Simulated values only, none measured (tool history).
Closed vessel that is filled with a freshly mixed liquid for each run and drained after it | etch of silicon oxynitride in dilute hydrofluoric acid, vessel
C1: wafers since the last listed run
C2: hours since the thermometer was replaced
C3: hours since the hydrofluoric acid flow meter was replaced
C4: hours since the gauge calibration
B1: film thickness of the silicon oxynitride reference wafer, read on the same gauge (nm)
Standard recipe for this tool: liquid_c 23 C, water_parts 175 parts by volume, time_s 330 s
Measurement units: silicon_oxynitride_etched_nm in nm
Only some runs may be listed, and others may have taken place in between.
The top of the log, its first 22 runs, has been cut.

{"hour": 653.3, "done": "hydrofluoric acid flow meter replaced"}
{"run": 23, "hour": 678.0, "liquid_c": 18.5, "water_parts": 100, "time_s": 405, "C1": 2051, "C2": 262.4, "C3": 24.7, "C4": 47.6, "B1": 149.984, "silicon_oxynitride_etched_nm": 7.921}
{"run": 24, "hour": 690.4, "liquid_c": 23, "water_parts": 235, "time_s": 470, "C1": 815, "C2": 274.8, "C3": 37.1, "C4": 60, "B1": 150.012, "silicon_oxynitride_etched_nm": 4.416}
{"run": 25, "hour": 704.3, "liquid_c": 23, "water_parts": 175, "time_s": 330, "C1": 913, "C2": 288.7, "C3": 51, "C4": 73.9, "B1": 150.005, "silicon_oxynitride_etched_nm": 4.382}
{"run": 26, "hour": 726.9, "liquid_c": 23, "water_parts": 175, "time_s": 330, "C1": 1485, "C2": 311.3, "C3": 73.6, "C4": 96.5, "B1": 150.015, "silicon_oxynitride_etched_nm": 4.392}
{"run": 27, "hour": 747.8, "liquid_c": 23, "water_parts": 125, "time_s": 410, "C1": 1374, "C2": 332.2, "C3": 94.5, "C4": 117.4, "B1": 150.025, "silicon_oxynitride_etched_nm": 7.825}
{"run": 28, "hour": 775.9, "liquid_c": 23, "water_parts": 175, "time_s": 330, "C1": 1847, "C2": 360.3, "C3": 122.6, "C4": 145.5, "B1": 149.988, "silicon_oxynitride_etched_nm": 4.471}
{"run": 29, "hour": 802.7, "liquid_c": 28, "water_parts": 225, "time_s": 480, "C1": 1762, "C2": 387.1, "C3": 149.4, "C4": 172.3, "B1": 150.011, "silicon_oxynitride_etched_nm": 6.046}
{"run": 30, "hour": 829.5, "liquid_c": 18.5, "water_parts": 260, "time_s": 200, "C1": 1762, "C2": 413.9, "C3": 176.2, "C4": 199.1, "B1": 149.995, "silicon_oxynitride_etched_nm": 1.397}
{"run": 31, "hour": 851.8, "liquid_c": 20, "water_parts": 255, "time_s": 465, "C1": 1466, "C2": 436.2, "C3": 198.5, "C4": 221.4, "B1": 149.987, "silicon_oxynitride_etched_nm": 3.564}
{"run": 32, "hour": 872.1, "liquid_c": 23, "water_parts": 210, "time_s": 330, "C1": 1334, "C2": 456.5, "C3": 218.8, "C4": 241.7, "B1": 150.009, "silicon_oxynitride_etched_nm": 3.614}
{"run": 33, "hour": 901.6, "liquid_c": 20, "water_parts": 145, "time_s": 330, "C1": 1939, "C2": 486, "C3": 248.3, "C4": 271.2, "B1": 149.993, "silicon_oxynitride_etched_nm": 4.806}

Here are 4 independent what-if runs from the current tool condition. What would each one return?
{"run": "A", "hour": 902.3, "liquid_c": 23, "water_parts": 175, "time_s": 330, "C1": 46, "C2": 486.7, "C3": 249, "C4": 271.9, "B1": "?", "silicon_oxynitride_etched_nm": "?"}
{"run": "B", "hour": 902.3, "liquid_c": 26, "water_parts": 110, "time_s": 500, "C1": 46, "C2": 486.7, "C3": 249, "C4": 271.9, "B1": "?", "silicon_oxynitride_etched_nm": "?"}
{"run": "C", "hour": 902.3, "liquid_c": 27, "water_parts": 175, "time_s": 520, "C1": 46, "C2": 486.7, "C3": 249, "C4": 271.9, "B1": "?", "silicon_oxynitride_etched_nm": "?"}
{"run": "D", "hour": 902.3, "liquid_c": 21, "water_parts": 100, "time_s": 230, "C1": 46, "C2": 486.7, "C3": 249, "C4": 271.9, "B1": "?", "silicon_oxynitride_etched_nm": "?"}

run=A B1=149.974 silicon_oxynitride_etched_nm=4.46
run=B B1=149.974 silicon_oxynitride_etched_nm=13.001
run=C B1=149.974 silicon_oxynitride_etched_nm=8.4
run=D B1=149.974 silicon_oxynitride_etched_nm=5.24
With the hidden condition removed and each run's random variation left untouched, the same runs would have given:
run=A silicon_oxynitride_etched_nm=4.247
run=B silicon_oxynitride_etched_nm=12.383
run=C silicon_oxynitride_etched_nm=8.004
run=D silicon_oxynitride_etched_nm=4.986
